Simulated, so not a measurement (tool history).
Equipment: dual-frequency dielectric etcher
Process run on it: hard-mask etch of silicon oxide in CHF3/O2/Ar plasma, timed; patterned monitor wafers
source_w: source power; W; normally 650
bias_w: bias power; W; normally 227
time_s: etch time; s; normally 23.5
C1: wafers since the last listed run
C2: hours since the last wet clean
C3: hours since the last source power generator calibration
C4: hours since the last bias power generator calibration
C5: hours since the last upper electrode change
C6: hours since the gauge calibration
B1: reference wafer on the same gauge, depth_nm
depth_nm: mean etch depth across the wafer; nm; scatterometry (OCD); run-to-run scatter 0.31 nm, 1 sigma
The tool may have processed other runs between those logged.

run 1 hour=0.0 | source_w=650 bias_w=227 time_s=23.5 | C1=0 C2=421.8 C3=2457.1 C4=3532.5 C5=4006.2 C6=141.8 | B1=53.7 | depth_nm=51.4
run 2 hour=9.6 | source_w=650 bias_w=227 time_s=23.5 | C1=157 C2=431.4 C3=2466.7 C4=3542.1 C5=4015.8 C6=151.4 | B1=53.5 | depth_nm=51.1
run 3 hour=15.7 | source_w=650 bias_w=227 time_s=23.5 | C1=100 C2=437.5 C3=2472.8 C4=3548.2 C5=4021.9 C6=157.5 | B1=53.7 | depth_nm=50.9
run 4 hour=23.2 | source_w=650 bias_w=227 time_s=23.5 | C1=123 C2=445.0 C3=2480.3 C4=3555.7 C5=4029.4 C6=165.0 | B1=53.6 | depth_nm=50.8
run 5 hour=40.8 | source_w=650 bias_w=227 time_s=23.5 | C1=289 C2=462.6 C3=2497.9 C4=3573.3 C5=4047.0 C6=182.6 | B1=53.6 | depth_nm=50.9
run 6 hour=57.1 | source_w=650 bias_w=227 time_s=23.5 | C1=268 C2=478.9 C3=2514.2 C4=3589.6 C5=4063.3 C6=198.9 | B1=53.6 | depth_nm=50.7
run 7 hour=64.7 | source_w=650 bias_w=227 time_s=23.5 | C1=125 C2=486.5 C3=2521.8 C4=3597.2 C5=4070.9 C6=206.5 | B1=53.6 | depth_nm=51.0
run 8 hour=76.2 | source_w=650 bias_w=227 time_s=20.0 | C1=189 C2=498.0 C3=2533.3 C4=3608.7 C5=4082.4 C6=218.0 | B1=53.5 | depth_nm=43.0
run 9 hour=93.3 | source_w=650 bias_w=227 time_s=20.0 | C1=281 C2=515.1 C3=2550.4 C4=3625.8 C5=4099.5 C6=235.1 | B1=53.6 | depth_nm=42.6
-- hour=119.6 wet clean of the chamber
run 10 hour=120.1 | source_w=650 bias_w=227 time_s=23.5 | C1=46 C2=0.5 C3=2577.2 C4=3652.6 C5=4126.3 C6=261.9 | B1=53.7 | depth_nm=53.6
run 11 hour=120.4 | source_w=650 bias_w=227 time_s=23.5 | C1=4 C2=0.8 C3=2577.5 C4=3652.9 C5=4126.6 C6=262.2 | B1=53.6 | depth_nm=53.5
run 12 hour=123.3 | source_w=750 bias_w=184 time_s=23.5 | C1=47 C2=3.7 C3=2580.4 C4=3655.8 C5=4129.5 C6=265.1 | B1=53.6 | depth_nm=53.0
-- hour=131.0 bias power generator calibrated
run 13 hour=136.7 | source_w=750 bias_w=184 time_s=23.5 | C1=154 C2=17.1 C3=2593.8 C4=5.7 C5=4142.9 C6=278.5 | B1=53.6 | depth_nm=53.0
run 14 hour=148.0 | source_w=650 bias_w=227 time_s=23.5 | C1=185 C2=28.4 C3=2605.1 C4=17.0 C5=4154.2 C6=289.8 | B1=53.6 | depth_nm=54.0
-- hour=164.3 gauge calibrated
-- hour=174.1 upper electrode replaced
run 15 hour=174.6 | source_w=800 bias_w=247 time_s=23.5 | C1=42 C2=55.0 C3=2631.7 C4=43.6 C5=0.5 C6=10.3 | B1=53.7 | depth_nm=57.5
run 16 hour=175.0 | source_w=720 bias_w=227 time_s=29.5 | C1=6 C2=55.4 C3=2632.1 C4=44.0 C5=0.9 C6=10.7 | B1=53.5 | depth_nm=69.3
run 17 hour=180.9 | source_w=720 bias_w=245 time_s=27.0 | C1=97 C2=61.3 C3=2638.0 C4=49.9 C5=6.8 C6=16.6 | B1=53.6 | depth_nm=63.7
run 18 hour=190.8 | source_w=700 bias_w=227 time_s=21.0 | C1=162 C2=71.2 C3=2647.9 C4=59.8 C5=16.7 C6=26.5 | B1=53.7 | depth_nm=48.9
run 19 hour=202.8 | source_w=650 bias_w=227 time_s=23.5 | C1=197 C2=83.2 C3=2659.9 C4=71.8 C5=28.7 C6=38.5 | B1=53.7 | depth_nm=52.7
run 20 hour=217.1 | source_w=650 bias_w=203 time_s=18.0 | C1=235 C2=97.5 C3=2674.2 C4=86.1 C5=43.0 C6=52.8 | B1=53.6 | depth_nm=39.6
run 21 hour=226.6 | source_w=650 bias_w=227 time_s=23.5 | C1=156 C2=107.0 C3=2683.7 C4=95.6 C5=52.5 C6=62.3 | B1=53.6 | depth_nm=52.5
-- hour=243.7 source power generator calibrated
run 22 hour=244.2 | source_w=650 bias_w=227 time_s=26.5 | C1=223 C2=124.6 C3=0.5 C4=113.2 C5=70.1 C6=79.9 | B1=53.7 | depth_nm=59.7
run 23 hour=258.6 | source_w=650 bias_w=227 time_s=19.0 | C1=236 C2=139.0 C3=14.9 C4=127.6 C5=84.5 C6=94.3 | B1=53.7 | depth_nm=42.6
run 24 hour=274.1 | source_w=490 bias_w=247 time_s=19.5 | C1=254 C2=154.5 C3=30.4 C4=143.1 C5=100.0 C6=109.8 | B1=53.7 | depth_nm=41.1
run 25 hour=281.5 | source_w=650 bias_w=227 time_s=23.5 | C1=121 C2=161.9 C3=37.8 C4=150.5 C5=107.4 C6=117.2 | B1=53.6 | depth_nm=52.6
run 26 hour=289.7 | source_w=650 bias_w=263 time_s=23.5 | C1=134 C2=170.1 C3=46.0 C4=158.7 C5=115.6 C6=125.4 | B1=53.6 | depth_nm=54.5
run 27 hour=304.7 | source_w=600 bias_w=284 time_s=29.0 | C1=246 C2=185.1 C3=61.0 C4=173.7 C5=130.6 C6=140.4 | B1=53.6 | depth_nm=66.8
run 28 hour=321.4 | source_w=650 bias_w=200 time_s=18.0 | C1=274 C2=201.8 C3=77.7 C4=190.4 C5=147.3 C6=157.1 | B1=53.6 | depth_nm=39.1
run 29 hour=338.9 | source_w=750 bias_w=263 time_s=17.0 | C1=287 C2=219.3 C3=95.2 C4=207.9 C5=164.8 C6=174.6 | B1=53.5 | depth_nm=40.6

Here are 3 independent what-if runs from the current tool condition. What would each one return?
run A hour=339.3 | source_w=650 bias_w=227 time_s=23.5 | C1=6 C2=219.7 C3=95.6 C4=208.3 C5=165.2 C6=175.0 | B1=? | depth_nm=?
run B hour=339.3 | source_w=750 bias_w=258 time_s=23.5 | C1=6 C2=219.7 C3=95.6 C4=208.3 C5=165.2 C6=175.0 | B1=? | depth_nm=?
run C hour=339.3 | source_w=780 bias_w=227 time_s=21.5 | C1=6 C2=219.7 C3=95.6 C4=208.3 C5=165.2 C6=175.0 | B1=? | depth_nm=?

run=A B1=53.7 depth_nm=52.5
run=B B1=53.7 depth_nm=56.7
run=C B1=53.7 depth_nm=50.8
With no hidden state in the tool, these same runs would have given:
run=A depth_nm=54.3
run=B depth_nm=58.7
run=C depth_nm=52.6
